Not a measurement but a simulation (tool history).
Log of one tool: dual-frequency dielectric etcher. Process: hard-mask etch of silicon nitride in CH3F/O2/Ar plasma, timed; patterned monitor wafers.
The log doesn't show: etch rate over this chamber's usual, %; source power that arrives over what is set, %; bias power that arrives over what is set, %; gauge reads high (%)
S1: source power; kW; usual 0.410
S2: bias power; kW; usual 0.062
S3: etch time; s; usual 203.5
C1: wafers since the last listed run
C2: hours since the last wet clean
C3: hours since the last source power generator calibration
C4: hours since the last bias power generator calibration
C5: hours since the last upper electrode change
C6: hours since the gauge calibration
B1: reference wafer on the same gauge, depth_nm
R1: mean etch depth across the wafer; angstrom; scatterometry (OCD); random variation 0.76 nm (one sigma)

Run 1, hour 0.0: usual settings; C1 0; C2 343.3; C3 1620.9; C4 2413.9; C5 3135.2; C6 306.3; B1 150.1. Result: R1 1355 angstrom.
At hour 40.1: wet clean of the chamber.
Run 2, hour 40.6: usual settings but S2 0.056 kW; C1 85; C2 0.5; C3 1661.5; C4 2454.5; C5 3175.8; C6 346.9; B1 149.8. Result: R1 1369 angstrom.
Run 3, hour 59.2: usual settings; C1 95; C2 19.1; C3 1680.1; C4 2473.1; C5 3194.4; C6 365.5; B1 149.9. Result: R1 1404 angstrom.
Run 4, hour 82.7: usual settings but S1 0.430 kW; C1 120; C2 42.6; C3 1703.6; C4 2496.6; C5 3217.9; C6 389.0; B1 150.4. Result: R1 1439 angstrom.
At hour 102.0: gauge calibrated.
Run 5, hour 135.2: usual settings but S1 0.430 kW; C1 269; C2 95.1; C3 1756.1; C4 2549.1; C5 3270.4; C6 33.2; B1 150.0. Result: R1 1416 angstrom.
Run 6, hour 164.9: usual settings but S1 0.430 kW; C1 152; C2 124.8; C3 1785.8; C4 2578.8; C5 3300.1; C6 62.9; B1 149.8. Result: R1 1425 angstrom.
At hour 193.0: upper electrode replaced.
Run 7, hour 193.5: usual settings but S2 0.068 kW; C1 23; C2 153.4; C3 1814.4; C4 2607.4; C5 0.5; C6 91.5; B1 150.1. Result: R1 1438 angstrom.
Run 8, hour 200.7: usual settings but S2 0.068 kW; C1 36; C2 160.6; C3 1821.6; C4 2614.6; C5 7.7; C6 98.7; B1 150.1. Result: R1 1436 angstrom.
Run 9, hour 235.9: usual settings but S2 0.068 kW; C1 180; C2 195.8; C3 1856.8; C4 2649.8; C5 42.9; C6 133.9; B1 150.0. Result: R1 1419 angstrom.
Run 10, hour 263.8: usual settings; C1 143; C2 223.7; C3 1884.7; C4 2677.7; C5 70.8; C6 161.8; B1 149.9. Result: R1 1380 angstrom.
Run 11, hour 288.5: usual settings; C1 126; C2 248.4; C3 1909.4; C4 2702.4; C5 95.5; C6 186.5; B1 150.1. Result: R1 1380 angstrom.
Run 12, hour 318.2: usual settings; C1 152; C2 278.1; C3 1939.1; C4 2732.1; C5 125.2; C6 216.2; B1 150.3. Result: R1 1362 angstrom.
At hour 342.7: bias power generator calibrated.
At hour 381.8: wet clean of the chamber.
Run 13, hour 382.3: usual settings; C1 185; C2 0.5; C3 2003.2; C4 39.6; C5 189.3; C6 280.3; B1 150.0. Result: R1 1409 angstrom.
Run 14, hour 390.8: usual settings but S1 0.370 kW, S2 0.053 kW; C1 43; C2 9.0; C3 2011.7; C4 48.1; C5 197.8; C6 288.8; B1 150.2. Result: R1 1282 angstrom.
Run 15, hour 403.4: usual settings but S1 0.380 kW, S2 0.050 kW, S3 157.5 s; C1 64; C2 21.6; C3 2024.3; C4 60.7; C5 210.4; C6 301.4; B1 150.0. Result: R1 973 angstrom.
Run 16, hour 427.4: usual settings but S2 0.070 kW, S3 243.0 s; C1 123; C2 45.6; C3 2048.3; C4 84.7; C5 234.4; C6 325.4; B1 150.3. Result: R1 1731 angstrom.
At hour 430.1: gauge calibrated.
At hour 449.2: source power generator calibrated.
Run 17, hour 450.0: usual settings but S1 0.470 kW, S2 0.047 kW, S3 233.0 s; C1 95; C2 68.2; C3 0.8; C4 107.3; C5 257.0; C6 19.9; B1 150.0. Result: R1 1589 angstrom.
Run 18, hour 479.2: usual settings; C1 149; C2 97.4; C3 30.0; C4 136.5; C5 286.2; C6 49.1; B1 149.9. Result: R1 1398 angstrom.
Run 19, hour 500.4: usual settings but S1 0.360 kW, S2 0.049 kW; C1 108; C2 118.6; C3 51.2; C4 157.7; C5 307.4; C6 70.3; B1 150.0. Result: R1 1205 angstrom.
Run 20, hour 512.6: usual settings but S1 0.430 kW; C1 62; C2 130.8; C3 63.4; C4 169.9; C5 319.6; C6 82.5; B1 150.1. Result: R1 1431 angstrom.
Run 21, hour 526.8: usual settings but S2 0.050 kW; C1 72; C2 145.0; C3 77.6; C4 184.1; C5 333.8; C6 96.7; B1 149.6. Result: R1 1291 angstrom.
Run 22, hour 560.9: usual settings but S1 0.380 kW, S3 178.0 s; C1 175; C2 179.1; C3 111.7; C4 218.2; C5 367.9; C6 130.8; B1 150.0. Result: R1 1172 angstrom.
Run 23, hour 578.7: usual settings; C1 91; C2 196.9; C3 129.5; C4 236.0; C5 385.7; C6 148.6; B1 150.0. Result: R1 1375 angstrom.
Run 24, hour 591.0: usual settings but S1 0.380 kW; C1 63; C2 209.2; C3 141.8; C4 248.3; C5 398.0; C6 160.9; B1 150.1. Result: R1 1325 angstrom.
Run 25, hour 620.0: usual settings but S2 0.054 kW; C1 148; C2 238.2; C3 170.8; C4 277.3; C5 427.0; C6 189.9; B1 150.0. Result: R1 1304 angstrom.

Some steps in R1 between neighbouring runs. How much of each would the tool show without its hidden state too (settings, what came in, random variation), and how much is left for the hidden state, with any gauge scatter that isn't in both results?
Run 1 -> 2: S2 0.062 -> 0.056, wet clean of the chamber. R1 +14 angstrom: hidden state +47, all else -33.
Run 12 -> 13: bias power generator calibrated, wet clean of the chamber. R1 +47 angstrom: hidden state +38, all else +9.
Run 14 -> 15: S1 0.370 -> 0.380, S2 0.053 -> 0.050, S3 203.5 -> 157.5. R1 -309 angstrom: hidden state -1, all else -308.
Run 15 -> 16: S1 0.380 -> 0.410, S2 0.050 -> 0.070, S3 157.5 -> 243.0. R1 +758 angstrom: hidden state -7, all else +765.

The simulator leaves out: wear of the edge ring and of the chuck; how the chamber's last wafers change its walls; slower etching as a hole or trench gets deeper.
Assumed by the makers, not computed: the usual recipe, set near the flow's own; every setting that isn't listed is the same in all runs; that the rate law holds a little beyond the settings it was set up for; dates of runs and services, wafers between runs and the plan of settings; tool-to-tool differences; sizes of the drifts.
